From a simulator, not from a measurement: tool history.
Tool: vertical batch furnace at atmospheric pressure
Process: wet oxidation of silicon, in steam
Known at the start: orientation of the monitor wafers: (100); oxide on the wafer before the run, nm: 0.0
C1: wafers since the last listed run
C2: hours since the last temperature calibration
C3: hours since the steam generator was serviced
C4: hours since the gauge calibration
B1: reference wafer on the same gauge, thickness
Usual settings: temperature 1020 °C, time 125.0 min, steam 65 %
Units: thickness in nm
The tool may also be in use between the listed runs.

{"run": 1, "hour": 0.0, "temperature": 1020, "time": 81.5, "steam": 65, "C1": 0, "C2": 4104.1, "C3": 934.2, "C4": 1195.2, "B1": 554.49, "thickness": 382.26}
{"run": 2, "hour": 28.2, "temperature": 1020, "time": 81.5, "steam": 65, "C1": 240, "C2": 4132.3, "C3": 962.4, "C4": 1223.4, "B1": 554.95, "thickness": 381.89}
{"hour": 42.6, "done": "gauge calibrated"}
{"run": 3, "hour": 97.5, "temperature": 1020, "time": 81.5, "steam": 65, "C1": 592, "C2": 4201.6, "C3": 1031.7, "C4": 54.9, "B1": 554.64, "thickness": 384.06}
{"run": 4, "hour": 162.3, "temperature": 1020, "time": 125.0, "steam": 65, "C1": 553, "C2": 4266.4, "C3": 1096.5, "C4": 119.7, "B1": 555.0, "thickness": 502.36}
{"run": 5, "hour": 197.0, "temperature": 1020, "time": 151.0, "steam": 65, "C1": 296, "C2": 4301.1, "C3": 1131.2, "C4": 154.4, "B1": 555.55, "thickness": 567.39}
{"run": 6, "hour": 266.7, "temperature": 1020, "time": 125.0, "steam": 65, "C1": 595, "C2": 4370.8, "C3": 1200.9, "C4": 224.1, "B1": 554.78, "thickness": 498.46}
{"run": 7, "hour": 333.9, "temperature": 1020, "time": 91.5, "steam": 65, "C1": 574, "C2": 4438.0, "C3": 1268.1, "C4": 291.3, "B1": 555.03, "thickness": 410.27}
{"run": 8, "hour": 363.4, "temperature": 1020, "time": 91.5, "steam": 65, "C1": 252, "C2": 4467.5, "C3": 1297.6, "C4": 320.8, "B1": 554.74, "thickness": 412.17}
{"run": 9, "hour": 421.7, "temperature": 1020, "time": 91.5, "steam": 65, "C1": 498, "C2": 4525.8, "C3": 1355.9, "C4": 379.1, "B1": 554.6, "thickness": 411.69}
{"hour": 453.7, "done": "thermocouples replaced and temperature profile calibrated"}
{"run": 10, "hour": 483.1, "temperature": 1020, "time": 125.0, "steam": 65, "C1": 319, "C2": 29.4, "C3": 1417.3, "C4": 440.5, "B1": 555.4, "thickness": 504.87}
{"run": 11, "hour": 538.1, "temperature": 1020, "time": 125.0, "steam": 69, "C1": 469, "C2": 84.4, "C3": 1472.3, "C4": 495.5, "B1": 555.46, "thickness": 524.42}
{"run": 12, "hour": 579.1, "temperature": 1020, "time": 125.0, "steam": 58, "C1": 350, "C2": 125.4, "C3": 1513.3, "C4": 536.5, "B1": 554.62, "thickness": 467.89}
{"run": 13, "hour": 612.3, "temperature": 1020, "time": 125.0, "steam": 56, "C1": 283, "C2": 158.6, "C3": 1546.5, "C4": 569.7, "B1": 555.58, "thickness": 454.99}
{"run": 14, "hour": 644.6, "temperature": 1020, "time": 125.0, "steam": 56, "C1": 275, "C2": 190.9, "C3": 1578.8, "C4": 602.0, "B1": 555.26, "thickness": 456.77}
{"run": 15, "hour": 752.0, "temperature": 1020, "time": 125.0, "steam": 65, "C1": 917, "C2": 298.3, "C3": 1686.2, "C4": 709.4, "B1": 555.34, "thickness": 500.65}
{"hour": 815.9, "done": "steam generator serviced"}
{"run": 16, "hour": 816.4, "temperature": 997, "time": 73.0, "steam": 55, "C1": 345, "C2": 362.7, "C3": 0.5, "C4": 773.8, "B1": 555.15, "thickness": 280.45}
{"run": 17, "hour": 829.1, "temperature": 1020, "time": 152.5, "steam": 65, "C1": 108, "C2": 375.4, "C3": 13.2, "C4": 786.5, "B1": 554.68, "thickness": 595.23}
{"run": 18, "hour": 869.8, "temperature": 1020, "time": 125.0, "steam": 65, "C1": 347, "C2": 416.1, "C3": 53.9, "C4": 827.2, "B1": 555.18, "thickness": 523.7}
{"run": 19, "hour": 909.2, "temperature": 1020, "time": 125.0, "steam": 65, "C1": 336, "C2": 455.5, "C3": 93.3, "C4": 866.6, "B1": 555.11, "thickness": 520.89}
{"run": 20, "hour": 976.8, "temperature": 1020, "time": 125.0, "steam": 65, "C1": 577, "C2": 523.1, "C3": 160.9, "C4": 934.2, "B1": 554.03, "thickness": 520.87}
{"run": 21, "hour": 1045.3, "temperature": 1002, "time": 64.5, "steam": 59, "C1": 585, "C2": 591.6, "C3": 229.4, "C4": 1002.7, "B1": 555.73, "thickness": 273.98}
{"run": 22, "hour": 1077.5, "temperature": 1043, "time": 125.0, "steam": 65, "C1": 275, "C2": 623.8, "C3": 261.6, "C4": 1034.9, "B1": 554.23, "thickness": 585.74}
{"hour": 1097.5, "done": "gauge calibrated"}
{"run": 23, "hour": 1132.4, "temperature": 995, "time": 71.0, "steam": 72, "C1": 469, "C2": 678.7, "C3": 316.5, "C4": 34.9, "B1": 554.63, "thickness": 321.92}
{"run": 24, "hour": 1201.7, "temperature": 1020, "time": 125.0, "steam": 57, "C1": 592, "C2": 748.0, "C3": 385.8, "C4": 104.2, "B1": 555.07, "thickness": 469.78}
{"run": 25, "hour": 1251.6, "temperature": 1020, "time": 125.0, "steam": 65, "C1": 426, "C2": 797.9, "C3": 435.7, "C4": 154.1, "B1": 555.49, "thickness": 508.36}
{"run": 26, "hour": 1304.0, "temperature": 1005, "time": 96.0, "steam": 71, "C1": 447, "C2": 850.3, "C3": 488.1, "C4": 206.5, "B1": 555.86, "thickness": 414.14}
{"run": 27, "hour": 1339.8, "temperature": 1020, "time": 125.0, "steam": 65, "C1": 305, "C2": 886.1, "C3": 523.9, "C4": 242.3, "B1": 555.59, "thickness": 508.69}
{"run": 28, "hour": 1384.7, "temperature": 1032, "time": 80.0, "steam": 65, "C1": 383, "C2": 931.0, "C3": 568.8, "C4": 287.2, "B1": 555.51, "thickness": 409.5}
{"run": 29, "hour": 1423.8, "temperature": 1033, "time": 125.0, "steam": 65, "C1": 334, "C2": 970.1, "C3": 607.9, "C4": 326.3, "B1": 555.66, "thickness": 547.23}
{"run": 30, "hour": 1468.5, "temperature": 1005, "time": 125.0, "steam": 56, "C1": 381, "C2": 1014.8, "C3": 652.6, "C4": 371.0, "B1": 555.26, "thickness": 417.72}
{"run": 31, "hour": 1510.6, "temperature": 1020, "time": 125.0, "steam": 65, "C1": 359, "C2": 1056.9, "C3": 694.7, "C4": 413.1, "B1": 555.09, "thickness": 508.57}

5 ways to go on from here, each from the tool as it stands after run 31. What would each give?
{"run": "A", "hour": 1516.1, "temperature": 1020, "time": 125.0, "steam": 65, "C1": 46, "C2": 1062.4, "C3": 700.2, "C4": 418.6, "B1": "?", "thickness": "?"}
{"run": "B", "hour": 1516.1, "temperature": 1037, "time": 125.0, "steam": 65, "C1": 46, "C2": 1062.4, "C3": 700.2, "C4": 418.6, "B1": "?", "thickness": "?"}
{"run": "C", "hour": 1516.1, "temperature": 1044, "time": 125.0, "steam": 76, "C1": 46, "C2": 1062.4, "C3": 700.2, "C4": 418.6, "B1": "?", "thickness": "?"}
{"run": "D", "hour": 1516.1, "temperature": 1020, "time": 125.0, "steam": 59, "C1": 46, "C2": 1062.4, "C3": 700.2, "C4": 418.6, "B1": "?", "thickness": "?"}
{"run": "E", "hour": 1516.1, "temperature": 1036, "time": 159.0, "steam": 74, "C1": 46, "C2": 1062.4, "C3": 700.2, "C4": 418.6, "B1": "?", "thickness": "?"}

run=A B1=554.89 thickness=504.39
run=B B1=554.89 thickness=554.25
run=C B1=554.89 thickness=630.53
run=D B1=554.89 thickness=474.38
run=E B1=554.89 thickness=688.36
Without the tool's hidden state the same runs would have given:
run=A thickness=525.76
run=B thickness=576.87
run=C thickness=655.59
run=D thickness=494.67
run=E thickness=715.68
